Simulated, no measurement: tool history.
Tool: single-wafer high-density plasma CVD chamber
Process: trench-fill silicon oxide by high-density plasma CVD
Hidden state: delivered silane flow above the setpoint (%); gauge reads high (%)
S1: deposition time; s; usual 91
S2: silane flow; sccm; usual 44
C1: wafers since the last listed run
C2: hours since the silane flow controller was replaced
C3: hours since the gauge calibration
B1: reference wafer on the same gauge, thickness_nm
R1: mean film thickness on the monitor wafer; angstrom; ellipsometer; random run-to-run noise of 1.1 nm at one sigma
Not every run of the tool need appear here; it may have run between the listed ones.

run     day     S1  S2    C1      C2      C3       B1       R1
  1       0     91  44     0  3558.4   240.1  429.882   3834.4
  2   0.696     91  44   240  3575.1   256.8  430.321  3843.94
  3   2.129     91  44   496  3609.5   291.2   430.42  3821.59
  4   3.504     91  44   475  3642.5   324.2   429.68  3830.56
  5   4.921     91  44   490  3676.5   358.2  430.047  3821.77
  6   5.429     91  44   175  3688.7   370.4  430.396  3830.06
  7   6.442     91  41   350    3713   394.7  430.052  3588.11
  8   7.621   77.1  44   408  3741.3     423  430.012   3255.7
  9   8.633   77.1  44   350  3765.6   447.3  429.836  3266.61
 10  10.008   77.1  44   475  3798.6   480.3  429.824  3263.06
 11  10.858     91  44   294    3819   500.7  430.208  3850.01
 12  11.471     91  44   212  3833.7   515.4    430.1  3846.92
 13  12.475     91  44   347  3857.8   539.5  429.618  3868.85
 14  13.962     91  44   514  3893.5   575.2  430.028  3843.96
 15  14.975     91  44   350  3917.8   599.5  429.862  3856.35
 16    18.4  100.4  44  1185    4000   681.7  430.212  4247.29
 17  19.075     91  47   233  4016.2   697.9  429.884  4134.32
 18  19.612     91  47   186  4029.1   710.8  429.995  4115.48
 19  20.217     91  44   209  4043.6   725.3   430.04  3848.74
 20  20.871  101.5  47   226  4059.3     741   430.36  4604.86
 21  21.417  101.5  47   188  4072.4   754.1  429.742  4586.57
 22  22.812   82.3  44   483  4105.9   787.6  429.866  3482.98
     23.458  -- silane flow controller replaced
 23  23.479    105  41   115     0.5   803.6  430.105  4261.44
 24  24.467     91  44   341    24.2   827.3  430.045  3948.14
 25  25.017   80.5  49   190    37.4   840.5  430.165  3930.26
 26    26.3   96.4  38   444    68.2   871.3  430.106  3608.74
 27  26.862     91  44   194    81.7   884.8  430.105  3978.74
 28  28.129   78.2  52   438   112.1   915.2  429.812  4037.28
 29  28.967  106.5  51   289   132.2   935.3  430.396   5389.3
 30  30.458   98.9  47   516     168   971.1  430.114  4592.55
 31  31.283     91  52   285   187.8   990.9  429.772  4705.41
 32  32.442  109.1  47   400   215.6  1018.7  429.721  5116.45
 33  33.375  104.1  41   323     238  1041.1  429.629  4225.08
     33.771  -- silane flow controller replaced, repeated, since the last time left the tool worse
 34  34.054  104.8  44   119     6.8  1057.4  429.687  4263.58
 35  35.121     91  44   369    32.4    1083  429.628  3709.18
     36.396  -- gauge calibrated
 36  36.608     91  44   514    68.1     5.1  429.749  3698.68
 37  40.017     91  44  1179   149.9    86.9  430.086  3714.41
 38  40.788     91  44   266   168.4   105.4  429.854  3712.88
 39  41.625     91  44   289   188.5   125.5  429.861  3718.93
 40  42.612   98.3  37   341   212.2   149.2  429.381  3356.96
 41  43.771     91  44   400     240     177  430.197  3709.21
 42  44.467     91  40   240   256.7   193.7  430.051  3383.55
 43  45.683     91  44   421   285.9   222.9  429.833  3690.83
 44  46.871   74.8  44   411   314.4   251.4  429.974  3043.15

For each entry between runs, how does the tool's hidden state at the last listed run before it compare with that at the first listed run after it?
Runs 22 to 23: silane flow controller replaced (day 23.458)
  delivered silane flow above the setpoint (%): 4.51 -> 7.55
  measured value less the no-hidden-state value, R1: +150.21 -> +299.08 angstrom
Runs 33 to 34: silane flow controller replaced, repeated, since the last time left the tool worse (day 33.771)
  delivered silane flow above the setpoint (%): 7.79 -> 0.41
  measured value less the no-hidden-state value, R1: +305.44 -> +17.42 angstrom
Runs 35 to 36: gauge calibrated (day 36.396)
  delivered silane flow above the setpoint (%): 0.436 -> 0.473
  measured value less the no-hidden-state value, R1: +16.12 -> +17.42 angstrom
